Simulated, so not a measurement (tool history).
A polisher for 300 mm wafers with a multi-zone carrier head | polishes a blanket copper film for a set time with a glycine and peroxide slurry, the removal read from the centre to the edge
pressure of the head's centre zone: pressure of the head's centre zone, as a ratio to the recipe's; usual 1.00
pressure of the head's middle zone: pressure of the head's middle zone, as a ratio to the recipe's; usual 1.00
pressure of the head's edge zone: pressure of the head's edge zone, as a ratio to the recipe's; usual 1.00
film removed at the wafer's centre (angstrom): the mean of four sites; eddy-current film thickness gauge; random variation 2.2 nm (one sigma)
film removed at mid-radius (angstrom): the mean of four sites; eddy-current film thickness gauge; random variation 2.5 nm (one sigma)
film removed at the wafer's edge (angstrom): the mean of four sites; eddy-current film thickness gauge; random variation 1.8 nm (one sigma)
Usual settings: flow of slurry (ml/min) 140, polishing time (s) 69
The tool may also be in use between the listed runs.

run	hour	flow of slurry (ml/min)	pressure of the head's centre zone	pressure of the head's middle zone	pressure of the head's edge zone	polishing time (s)	wafers since the last listed run	wafers polished on this pad	hours since the slurry nozzle was cleaned	hours since the centre zone pressure was calibrated	hours since the edge zone pressure was calibrated	hours since the carrier head's membrane was replaced	incoming thickness of the incoming film, nm	film removed at the wafer's centre (angstrom)	film removed at mid-radius (angstrom)	film removed at the wafer's edge (angstrom)
1	0.0	140	1.00	1.00	0.93	69	0	104	553.4	26.0	195.9	758.8	971.7	2707	2640	2539
2	19.9	140	1.00	1.00	0.93	69	195	300	573.3	45.9	215.8	778.7	975.2	2678	2645	2573
3	52.7	140	0.95	1.00	1.00	69	321	621	606.1	78.7	248.6	811.5	981.4	2574	2634	2652
4	97.7	170	1.00	1.00	1.03	69	441	1063	651.1	123.7	293.6	856.5	976.0	2760	2739	2730
5	112.0	175	0.95	1.00	1.09	62	140	1203	665.4	138.0	307.9	870.8	966.1	2376	2481	2556
6	139.5	125	0.94	0.88	1.11	69	269	1473	692.9	165.5	335.4	898.3	988.4	2459	2341	2742
# hour 146.4: slurry nozzle cleaned
# hour 154.7: edge zone pressure recalibrated
# hour 161.2: carrier head's membrane replaced by a new one
7	162.0	140	1.00	1.00	1.00	69	142	1615	15.6	188.0	7.3	0.8	989.7	2631	2642	2627
# hour 191.5: worn pad replaced by a new one, of another model than before
8	192.0	140	1.00	1.00	1.00	91	255	5	45.6	218.0	37.3	30.8	959.2	3525	3520	3467
9	210.6	170	1.10	0.95	1.00	69	182	187	64.2	236.6	55.9	49.4	982.4	3085	2664	2749
10	243.3	140	1.11	1.06	1.00	85	320	508	96.9	269.3	88.6	82.1	976.8	3661	3497	3213
11	272.5	140	1.00	1.00	1.00	52	286	795	126.1	298.5	117.8	111.3	988.0	1995	1993	1957
12	300.3	140	1.00	1.12	1.00	80	272	1067	153.9	326.3	145.6	139.1	959.5	3057	3360	3102
13	319.8	155	1.00	1.07	1.00	69	191	1259	173.4	345.8	165.1	158.6	978.8	2750	2838	2704
14	353.7	140	1.00	1.00	1.00	69	332	1591	207.3	379.7	199.0	192.5	967.2	2620	2614	2600

Forecast run 15:
# hour 370.2: worn pad replaced by a new one
15	375.9	105	1.00	1.00	1.03	69	178	55	229.5	401.9	221.2	214.7	980.2	?	?	?

film removed at the wafer's centre (angstrom): 2265
film removed at mid-radius (angstrom): 2314
film removed at the wafer's edge (angstrom): 2431
Without the tool's hidden state the same run would have given film removed at the wafer's centre (angstrom) 2325, film removed at mid-radius (angstrom) 2314, film removed at the wafer's edge (angstrom) 2431.
